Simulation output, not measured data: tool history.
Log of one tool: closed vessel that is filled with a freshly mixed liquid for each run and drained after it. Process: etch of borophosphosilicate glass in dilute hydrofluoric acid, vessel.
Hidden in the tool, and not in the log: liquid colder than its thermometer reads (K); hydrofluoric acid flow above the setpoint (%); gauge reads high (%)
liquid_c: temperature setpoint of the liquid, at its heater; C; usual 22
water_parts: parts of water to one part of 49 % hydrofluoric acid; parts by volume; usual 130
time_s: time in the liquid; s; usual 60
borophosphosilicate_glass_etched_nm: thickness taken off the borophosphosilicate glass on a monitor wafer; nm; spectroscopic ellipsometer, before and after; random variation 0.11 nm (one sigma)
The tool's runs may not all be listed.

run    hour  liquid_c  water_parts  time_s  wafers since the last listed run  hours since the thermometer was replaced  hours since the hydrofluoric acid flow meter was replaced  hours since the gauge calibration  read-back film thickness of the borophosphosilicate glass reference wafer, read on the same gauge (nm)  borophosphosilicate_glass_etched_nm
  1       0        22          165      60                                 0                                     240.6                                                      753.8                             1877.5                                                                                                   89.96                                16.01
  2    47.5        22          130      60                              5410                                     288.1                                                      801.3                               1925                                                                                                   90.02                                21.01
  3   123.8        22          130      60                              8691                                     364.4                                                      877.6                             2001.3                                                                                                   89.98                                21.14
  4     216        22          130      60                             10502                                     456.6                                                      969.8                             2093.5                                                                                                   90.02                                21.16
  5   298.2        18          130      60                              9363                                     538.8                                                       1052                             2175.7                                                                                                   90.02                                18.14
  6   334.3        18          130      60                              4112                                     574.9                                                     1088.1                             2211.8                                                                                                   90.02                                18.24
  7   373.6        18          130      60                              4476                                     614.2                                                     1127.4                             2251.1                                                                                                   90.01                                17.95
  8     412        22          130      60                              4374                                     652.6                                                     1165.8                             2289.5                                                                                                   90.01                                21.29
  9   473.1        22          130      60                              6959                                     713.7                                                     1226.9                             2350.6                                                                                                   90.02                                21.49
 10   522.1      25.5          130      60                              5581                                     762.7                                                     1275.9                             2399.6                                                                                                   89.99                                24.38
 11   582.2      25.5          130      60                              6845                                     822.8                                                       1336                             2459.7                                                                                                   89.99                                24.42
      622.9  -- thermometer replaced
 12   656.2        22          130      60                              8315                                      33.3                                                       1410                             2533.7                                                                                                   89.98                                21.27
 13   759.5        22          130      60                             11766                                     136.6                                                     1513.3                               2637                                                                                                   89.96                                 21.3
 14     803      20.5          150      80                              4955                                     180.1                                                     1556.8                             2680.5                                                                                                   89.97                                22.93
      810.5  -- hydrofluoric acid flow meter replaced
 15   889.8        26          110      30                              9773                                     266.9                                                       79.3                             2767.3                                                                                                   90.01                                14.89
 16   985.8        27          150      30                             10935                                     362.9                                                      175.3                             2863.3                                                                                                   90.03                                10.73
      992.3  -- gauge calibrated
 17  1128.2        22          160      45                             16220                                     505.3                                                      317.7                              135.9                                                                                                   90.05                                12.34
 18  1180.5        22          130      60                              5957                                     557.6                                                        370                              188.2                                                                                                   90.02                                20.99
 19  1251.4        22          130      60                              8076                                     628.5                                                      440.9                              259.1                                                                                                   90.03                                20.98
 20  1344.3        22          130      60                             10582                                     721.4                                                      533.8                                352                                                                                                   90.02                                20.98
 21    1445        24          185      60                             11470                                     822.1                                                      634.5                              452.7                                                                                                   90.01                                15.02
     1478.2  -- thermometer replaced
 22  1551.8      18.5           80      45                             12051                                      73.6                                                      741.3                              559.5                                                                                                      90                                23.57
 23  1659.3      20.5          195      60                             12245                                     181.1                                                      848.8                                667                                                                                                   90.02                                12.36
 24    1739        22          130      60                              9078                                     260.8                                                      928.5                              746.7                                                                                                   89.95                                21.26
 25  1818.3      25.5           80      60                              9033                                     340.1                                                     1007.8                                826                                                                                                      90                                 41.7
 26  1888.7        22          130      60                              8019                                     410.5                                                     1078.2                              896.4                                                                                                      90                                21.13
 27    1966        22          130      60                              8805                                     487.8                                                     1155.5                              973.7                                                                                                   90.06                                21.22
 28  2036.2        22          130      60                              7996                                       558                                                     1225.7                             1043.9                                                                                                   90.03                                21.24
 29  2077.8        20          145      50                              4738                                     599.6                                                     1267.3                             1085.5                                                                                                   90.01                                14.48
 30  2144.4        22          160      70                              7586                                     666.2                                                     1333.9                             1152.1                                                                                                   90.03                                19.68
     2223.9  -- hydrofluoric acid flow meter replaced
 31  2225.4      19.5           80      60                              9112                                     747.2                                                        1.5                             1233.1                                                                                                   90.02                                32.37

Hidden state or all else? Some run-to-run changes of borophosphosilicate_glass_etched_nm, split into what the settings, what came in and random variation would give without the hidden state, and what is left for the hidden state (with any gauge scatter that isn't in both results):
Run 14 -> 15: liquid_c 20.5 -> 26, water_parts 150 -> 110, time_s 80 -> 30, hydrofluoric acid flow meter replaced. borophosphosilicate_glass_etched_nm -8.04 nm: hidden state -0.48, all else -7.56.
Run 24 -> 25: liquid_c 22 -> 25.5, water_parts 130 -> 80. borophosphosilicate_glass_etched_nm +20.44 nm: hidden state +0.28, all else +20.16.
Run 25 -> 26: liquid_c 25.5 -> 22, water_parts 80 -> 130. borophosphosilicate_glass_etched_nm -20.57 nm: hidden state -0.25, all else -20.32.
Run 30 -> 31: liquid_c 22 -> 19.5, water_parts 160 -> 80, time_s 70 -> 60, hydrofluoric acid flow meter replaced. borophosphosilicate_glass_etched_nm +12.69 nm: hidden state -0.33, all else +13.02.

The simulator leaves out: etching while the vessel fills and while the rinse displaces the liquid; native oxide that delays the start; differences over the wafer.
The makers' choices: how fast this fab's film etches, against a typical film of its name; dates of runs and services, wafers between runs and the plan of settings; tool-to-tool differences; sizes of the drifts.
